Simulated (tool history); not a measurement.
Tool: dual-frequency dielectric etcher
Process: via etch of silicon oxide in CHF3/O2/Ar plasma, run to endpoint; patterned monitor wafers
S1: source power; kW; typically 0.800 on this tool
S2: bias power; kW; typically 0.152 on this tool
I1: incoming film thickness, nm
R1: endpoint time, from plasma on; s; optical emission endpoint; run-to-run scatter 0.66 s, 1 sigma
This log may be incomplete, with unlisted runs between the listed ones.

run   hour     S1     S2     I1     R1
  1    0.0  0.800  0.152  477.0  215.4
  2   10.3  0.800  0.152  475.5  215.3
  3   18.0  0.800  0.152  475.7  214.1
  4   29.4  0.710  0.169  480.9  223.5
  5   40.6  0.710  0.169  470.5  218.1
  6   54.5  0.800  0.152  478.4  216.0
  7   62.2  0.800  0.152  475.2  213.0
  8   93.8  0.800  0.152  472.2  212.0
     124.2  -- wet clean of the chamber
     132.0  -- upper electrode replaced
  9  132.5  0.800  0.152  477.0  219.3
 10  132.9  0.680  0.152  479.4  243.9
 11  133.3  0.680  0.152  474.9  242.4
 12  144.7  0.680  0.152  480.2  244.8
 13  152.7  0.800  0.152  477.1  220.6
 14  170.7  0.800  0.152  471.6  217.8
 15  177.2  0.680  0.152  478.7  242.8
 16  193.9  0.800  0.152  475.4  217.4
     209.5  -- source power generator calibrated
 17  210.0  0.800  0.152  475.1  216.0
 18  223.6  0.910  0.152  473.3  199.8
     238.7  -- bias power generator calibrated
 19  239.2  0.910  0.164  475.2  195.0
 20  250.9  0.890  0.139  479.6  211.5
 21  264.9  0.960  0.121  472.5  210.8
 22  278.7  0.730  0.124  476.8  249.4
 23  289.3  0.610  0.164  478.8  251.1
 24  297.0  0.630  0.168  474.5  240.8
 25  304.9  0.700  0.163  478.1  228.1
 26  315.8  0.800  0.152  474.7  214.7
 27  323.1  1.000  0.185  478.7  176.2
 28  334.5  0.960  0.142  474.8  198.2

Predict each of these 4 candidate next runs independently; none follows another, all start after run 28:
  A  335.0  0.800  0.181  475.5   ?
  B  335.0  0.800  0.163  475.5   ?
  C  335.0  0.710  0.152  475.5   ?
  D  335.0  0.660  0.152  475.5   ?

run     R1
  A  200.0
  B  208.6
  C  231.1
  D  242.5
Without the tool's unlogged condition, the same runs would have read:
run     R1
  A  205.3
  B  214.1
  C  237.2
  D  248.9
